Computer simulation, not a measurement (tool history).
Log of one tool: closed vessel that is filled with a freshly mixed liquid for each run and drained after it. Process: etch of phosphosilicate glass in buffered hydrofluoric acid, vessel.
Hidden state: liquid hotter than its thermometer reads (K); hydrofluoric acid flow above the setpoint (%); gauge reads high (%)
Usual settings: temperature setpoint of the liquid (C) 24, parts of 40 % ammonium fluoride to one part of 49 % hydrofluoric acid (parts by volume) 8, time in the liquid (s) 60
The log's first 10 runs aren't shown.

run	hour	temperature setpoint of the liquid (C)	parts of 40 % ammonium fluoride to one part of 49 % hydrofluoric acid (parts by volume)	time in the liquid (s)	wafers since the last listed run	hours since the thermometer was replaced	hours since the hydrofluoric acid flow meter was replaced	hours since the gauge calibration	read-back film thickness of the phosphosilicate glass reference wafer, read on the same gauge (nm)	thickness taken off the phosphosilicate glass on a monitor wafer (Å)
11	130.5	24	8	60	1733	960.3	40.1	685.3	99.98	2857
12	137.4	28.5	8	30	766	967.2	47	692.2	100.01	1809.4
13	143.9	20.5	9	45	722	973.7	53.5	698.7	100.03	1573.2
14	159.3	24	7	60	1710	989.1	68.9	714.1	99.99	3308.3
15	172.8	24	8	60	1499	1002.6	82.4	727.6	100	2882.8
# hour 178.6: gauge calibrated
16	183.3	24	8	60	1166	1013.1	92.9	4.7	99.99	2855.8
17	191.6	24	7	45	922	1021.4	101.2	13	100.04	2476.3
# hour 195.5: thermometer replaced
18	203.9	22.5	9	75	1255	8.4	113.5	25.3	100.02	2907.3
19	217.7	22	8	60	1533	22.2	127.3	39.1	100	2612.6
20	230.2	24	5.5	60	1388	34.7	139.8	51.6	99.99	4120.8
21	246.8	29	6	80	1844	51.3	156.4	68.2	100.03	6673.7
22	278.7	24	8	45	3543	83.2	188.3	100.1	100.01	2174.5
23	296.7	26.5	8	60	1999	101.2	206.3	118.1	99.98	3307.3
24	303	24	8	60	699	107.5	212.6	124.4	99.99	2875.2
25	319.1	27	6	30	1788	123.6	228.7	140.5	99.97	2232
26	329.4	25.5	6	85	1144	133.9	239	150.8	99.99	5854.2
27	340.9	24	8	60	1277	145.4	250.5	162.3	100.02	2934.7
28	352.1	24	10.5	60	1244	156.6	261.7	173.5	99.99	2266.9
29	369.6	22.5	9.5	60	1944	174.1	279.2	191	100	2285.9
30	376.9	19.5	8	85	810	181.4	286.5	198.3	99.97	3195.1
31	389.5	25.5	9	70	1399	194	299.1	210.9	100	3280.2

5 ways to go on from here, each from the tool as it stands after run 31. What would each give?
A	390.2	24	8	50	77	194.7	299.8	211.6	?	?
B	390.2	19.5	6	60	77	194.7	299.8	211.6	?	?
C	390.2	28	7	75	77	194.7	299.8	211.6	?	?
D	390.2	28	8	60	77	194.7	299.8	211.6	?	?
E	390.2	26	5.5	30	77	194.7	299.8	211.6	?	?

run	read-back film thickness of the phosphosilicate glass reference wafer, read on the same gauge (nm)	thickness taken off the phosphosilicate glass on a monitor wafer (Å)
A	100.03	2446.4
B	100.03	3010.7
C	100.03	5236.2
D	100.03	3639.9
E	100.03	2314.7
Without the tool's hidden state the same runs would have given:
run	thickness taken off the phosphosilicate glass on a monitor wafer (Å)
A	2402.4
B	2968.5
C	5160.8
D	3574.5
E	2282.3
